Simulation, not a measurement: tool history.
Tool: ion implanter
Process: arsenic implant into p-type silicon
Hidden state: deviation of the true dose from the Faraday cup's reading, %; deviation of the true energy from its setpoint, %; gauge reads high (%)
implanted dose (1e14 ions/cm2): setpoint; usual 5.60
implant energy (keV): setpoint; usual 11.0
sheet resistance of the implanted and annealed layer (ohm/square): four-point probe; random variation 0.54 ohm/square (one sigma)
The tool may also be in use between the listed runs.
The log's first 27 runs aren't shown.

| run | day | implanted dose (1e14 ions/cm2) | implant energy (keV) | wafers since the last listed run | hours since the last dose calibration | hours since the extraction supply was calibrated | hours since the gauge calibration | read-back reference wafer on the same gauge, sheet resistance | sheet resistance of the implanted and annealed layer (ohm/square) |
|---|---|---|---|---|---|---|---|---|---|
| 28 | 82.004 | 6.44 | 8.5 | 448 | 672.6 | 3190.7 | 487.1 | 153.96 | 172.52 |
| 29 | 84.142 | 4.55 | 9.5 | 625 | 723.9 | 3242.0 | 538.4 | 154.08 | 224.58 |
|  | 86.388 | extraction supply calibrated |
| 30 | 86.408 | 6.28 | 11.0 | 565 | 778.3 | 0.5 | 592.8 | 153.94 | 174.70 |
| 31 | 89.771 | 6.94 | 13.5 | 983 | 859.0 | 81.2 | 673.5 | 153.94 | 159.29 |
| 32 | 93.988 | 7.01 | 13.5 | 1233 | 960.2 | 182.4 | 774.7 | 154.07 | 158.70 |
| 33 | 96.508 | 6.96 | 9.0 | 737 | 1020.7 | 242.9 | 835.2 | 153.95 | 162.33 |
| 34 | 100.758 | 4.97 | 14.0 | 1243 | 1122.7 | 344.9 | 937.2 | 153.91 | 206.51 |
| 35 | 102.683 | 4.85 | 9.0 | 563 | 1168.9 | 391.1 | 983.4 | 153.95 | 216.19 |
| 36 | 105.079 | 6.07 | 7.5 | 700 | 1226.4 | 448.6 | 1040.9 | 154.05 | 182.59 |
| 37 | 108.438 | 4.80 | 9.0 | 982 | 1307.0 | 529.2 | 1121.5 | 153.98 | 217.75 |
| 38 | 111.133 | 6.74 | 14.5 | 788 | 1371.7 | 593.9 | 1186.2 | 154.06 | 163.76 |

3 ways to go on from here, each from the tool as it stands after run 38. What would each give?
| A | 111.150 | 7.00 | 11.0 | 4 | 1372.1 | 594.3 | 1186.6 | ? | ? |
| B | 111.150 | 4.28 | 9.0 | 4 | 1372.1 | 594.3 | 1186.6 | ? | ? |
| C | 111.150 | 4.89 | 14.0 | 4 | 1372.1 | 594.3 | 1186.6 | ? | ? |

| run | read-back reference wafer on the same gauge, sheet resistance | sheet resistance of the implanted and annealed layer (ohm/square) |
|---|---|---|
| A | 154.00 | 162.42 |
| B | 154.00 | 240.06 |
| C | 154.00 | 211.08 |
Without the tool's hidden state the same runs would have given:
| run | sheet resistance of the implanted and annealed layer (ohm/square) |
|---|---|
| A | 160.00 |
| B | 236.35 |
| C | 207.88 |

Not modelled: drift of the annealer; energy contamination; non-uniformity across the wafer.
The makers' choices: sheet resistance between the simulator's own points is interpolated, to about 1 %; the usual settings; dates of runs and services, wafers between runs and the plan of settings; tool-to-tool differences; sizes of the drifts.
